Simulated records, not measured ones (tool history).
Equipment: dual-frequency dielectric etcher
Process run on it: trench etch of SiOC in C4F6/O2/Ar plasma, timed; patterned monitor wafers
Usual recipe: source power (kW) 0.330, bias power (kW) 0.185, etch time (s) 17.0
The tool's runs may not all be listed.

| run | day | source power (kW) | bias power (kW) | etch time (s) | read-back reference wafer on the same gauge, depth_nm | mean etch depth across the wafer (Å) |
|---|---|---|---|---|---|---|
| 1 | 0.000 | 0.300 | 0.185 | 15.5 | 35.00 | 281.2 |
| 2 | 2.254 | 0.330 | 0.185 | 17.0 | 34.96 | 316.6 |
| 3 | 3.896 | 0.330 | 0.185 | 17.0 | 34.96 | 317.1 |
|  | 5.638 | wet clean of the chamber |
| 4 | 6.212 | 0.360 | 0.185 | 17.0 | 34.96 | 327.7 |
| 5 | 9.642 | 0.360 | 0.185 | 17.0 | 34.97 | 327.0 |
| 6 | 13.746 | 0.330 | 0.185 | 19.5 | 34.99 | 365.4 |
| 7 | 18.167 | 0.330 | 0.185 | 17.0 | 34.96 | 318.2 |
| 8 | 20.046 | 0.280 | 0.185 | 17.0 | 35.00 | 304.0 |
| 9 | 22.675 | 0.280 | 0.185 | 17.0 | 34.98 | 302.7 |
| 10 | 26.946 | 0.330 | 0.185 | 17.0 | 35.03 | 317.3 |
|  | 28.742 | wet clean of the chamber |
| 11 | 31.188 | 0.330 | 0.185 | 17.0 | 34.98 | 320.9 |
|  | 31.421 | bias power generator calibrated |
| 12 | 33.946 | 0.330 | 0.185 | 17.0 | 35.01 | 320.3 |
|  | 37.138 | gauge calibrated |
| 13 | 37.192 | 0.330 | 0.185 | 17.0 | 34.99 | 319.7 |
|  | 42.508 | upper electrode replaced |
| 14 | 42.529 | 0.290 | 0.231 | 20.0 | 34.95 | 386.7 |
| 15 | 43.662 | 0.300 | 0.170 | 15.5 | 34.99 | 276.4 |
| 16 | 45.896 | 0.330 | 0.218 | 21.5 | 35.02 | 423.2 |
|  | 48.408 | wet clean of the chamber |
| 17 | 48.438 | 0.330 | 0.185 | 17.0 | 35.00 | 321.2 |
| 18 | 50.650 | 0.370 | 0.143 | 12.0 | 35.01 | 220.2 |
|  | 53.196 | source power generator calibrated |
| 19 | 55.062 | 0.330 | 0.166 | 13.0 | 34.99 | 235.1 |
| 20 | 56.758 | 0.390 | 0.185 | 17.0 | 34.99 | 331.6 |
| 21 | 59.304 | 0.380 | 0.185 | 17.0 | 34.99 | 329.5 |
|  | 68.083 | wet clean of the chamber |
| 22 | 70.971 | 0.330 | 0.162 | 17.0 | 35.00 | 306.9 |
| 23 | 73.996 | 0.330 | 0.185 | 18.5 | 34.99 | 344.8 |
| 24 | 75.638 | 0.390 | 0.211 | 12.5 | 35.00 | 253.7 |
| 25 | 79.633 | 0.290 | 0.230 | 17.0 | 34.99 | 324.7 |
| 26 | 82.658 | 0.300 | 0.170 | 15.5 | 35.00 | 273.6 |
| 27 | 86.212 | 0.330 | 0.185 | 17.0 | 35.02 | 314.8 |
|  | 89.396 | gauge calibrated |
| 28 | 89.733 | 0.330 | 0.217 | 17.0 | 34.99 | 328.9 |
|  | 92.046 | wet clean of the chamber |
| 29 | 93.083 | 0.250 | 0.201 | 17.0 | 35.02 | 300.1 |
| 30 | 95.704 | 0.330 | 0.221 | 19.5 | 35.02 | 382.0 |

Below are 3 alternative next runs, each starting from the tool's condition after run 30. Predict each:
| A | 95.721 | 0.330 | 0.185 | 17.0 | ? | ? |
| B | 95.721 | 0.300 | 0.226 | 20.0 | ? | ? |
| C | 95.721 | 0.330 | 0.144 | 21.5 | ? | ? |

| run | read-back reference wafer on the same gauge, depth_nm | mean etch depth across the wafer (Å) |
|---|---|---|
| A | 35.05 | 317.0 |
| B | 35.05 | 384.3 |
| C | 35.05 | 375.3 |
Had the tool no hidden state, the same runs would have come out as:
| run | mean etch depth across the wafer (Å) |
|---|---|
| A | 317.2 |
| B | 384.6 |
| C | 375.5 |

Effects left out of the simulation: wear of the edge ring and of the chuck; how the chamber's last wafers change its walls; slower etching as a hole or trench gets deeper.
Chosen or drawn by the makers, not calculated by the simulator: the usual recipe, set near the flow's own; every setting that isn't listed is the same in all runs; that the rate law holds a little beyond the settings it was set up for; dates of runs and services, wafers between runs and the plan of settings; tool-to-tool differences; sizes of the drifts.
